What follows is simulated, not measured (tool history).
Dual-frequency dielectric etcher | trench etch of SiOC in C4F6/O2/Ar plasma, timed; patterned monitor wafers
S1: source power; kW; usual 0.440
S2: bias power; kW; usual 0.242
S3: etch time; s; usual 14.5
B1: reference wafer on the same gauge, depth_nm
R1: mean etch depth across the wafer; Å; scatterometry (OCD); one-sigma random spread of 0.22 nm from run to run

| run | hour | S1 | S2 | S3 | B1 | R1 |
|---|---|---|---|---|---|---|
| 1 | 0.0 | 0.440 | 0.242 | 14.5 | 39.31 | 328.1 |
| 2 | 63.1 | 0.440 | 0.242 | 14.5 | 39.39 | 330.3 |
| 3 | 170.5 | 0.500 | 0.242 | 14.5 | 39.41 | 342.5 |
|  | 193.5 | gauge calibrated |
|  | 347.1 | wet clean of the chamber |
| 4 | 494.1 | 0.500 | 0.242 | 14.5 | 39.33 | 339.6 |
| 5 | 585.5 | 0.500 | 0.242 | 14.5 | 39.33 | 339.6 |
| 6 | 675.7 | 0.440 | 0.242 | 14.5 | 39.32 | 321.6 |
| 7 | 717.0 | 0.440 | 0.242 | 14.5 | 39.38 | 317.4 |
|  | 743.0 | wet clean of the chamber |
| 8 | 767.7 | 0.440 | 0.242 | 14.5 | 39.43 | 327.9 |
| 9 | 865.4 | 0.440 | 0.242 | 11.0 | 39.36 | 248.5 |
| 10 | 971.8 | 0.440 | 0.242 | 11.0 | 39.36 | 248.7 |
| 11 | 1072.0 | 0.440 | 0.242 | 11.0 | 39.40 | 241.2 |
|  | 1106.6 | wet clean of the chamber |
| 12 | 1134.8 | 0.520 | 0.263 | 18.0 | 39.38 | 449.4 |
|  | 1163.3 | gauge calibrated |
| 13 | 1202.1 | 0.350 | 0.291 | 10.5 | 39.30 | 234.7 |
|  | 1224.9 | source power generator calibrated |
|  | 1260.8 | upper electrode replaced |
| 14 | 1261.3 | 0.470 | 0.214 | 17.0 | 39.43 | 377.1 |
| 15 | 1349.9 | 0.530 | 0.199 | 16.5 | 39.35 | 367.8 |
|  | 1355.9 | bias power generator calibrated |
| 16 | 1402.5 | 0.520 | 0.263 | 18.0 | 39.40 | 436.1 |
| 17 | 1507.0 | 0.480 | 0.262 | 17.5 | 39.40 | 410.6 |
|  | 1546.6 | wet clean of the chamber |
| 18 | 1590.0 | 0.440 | 0.192 | 14.5 | 39.45 | 307.0 |
| 19 | 1690.4 | 0.440 | 0.242 | 10.5 | 39.46 | 235.0 |
| 20 | 1752.6 | 0.350 | 0.291 | 10.5 | 39.34 | 236.0 |
| 21 | 1856.5 | 0.440 | 0.263 | 14.5 | 39.38 | 329.9 |
| 22 | 1894.5 | 0.440 | 0.242 | 18.0 | 39.42 | 396.0 |
|  | 1919.2 | wet clean of the chamber |
| 23 | 1973.5 | 0.360 | 0.273 | 18.0 | 39.39 | 396.8 |

Hidden state or all else? Some run-to-run changes of R1, split into what the settings, what came in and random variation would give without the hidden state, and what is left for the hidden state (with any gauge scatter that isn't in both results):
The hidden state here: etch rate over this chamber's usual, %; source power that arrives over what is set, %; bias power that arrives over what is set, %; gauge reads high (%).
Run 7 -> 8: wet clean of the chamber. R1 +10.5 Å: hidden state +11.5, all else -1.0.
Run 11 -> 12: S1 0.440 -> 0.520, S2 0.242 -> 0.263, S3 11.0 -> 18.0, wet clean of the chamber. R1 +208.2 Å: hidden state +3.8, all else +204.4.
Run 12 -> 13: S1 0.520 -> 0.350, S2 0.263 -> 0.291, S3 18.0 -> 10.5, gauge calibrated. R1 -214.7 Å: hidden state -0.5, all else -214.2.
Run 17 -> 18: S1 0.480 -> 0.440, S2 0.262 -> 0.192, S3 17.5 -> 14.5, wet clean of the chamber. R1 -103.6 Å: hidden state +15.5, all else -119.1.
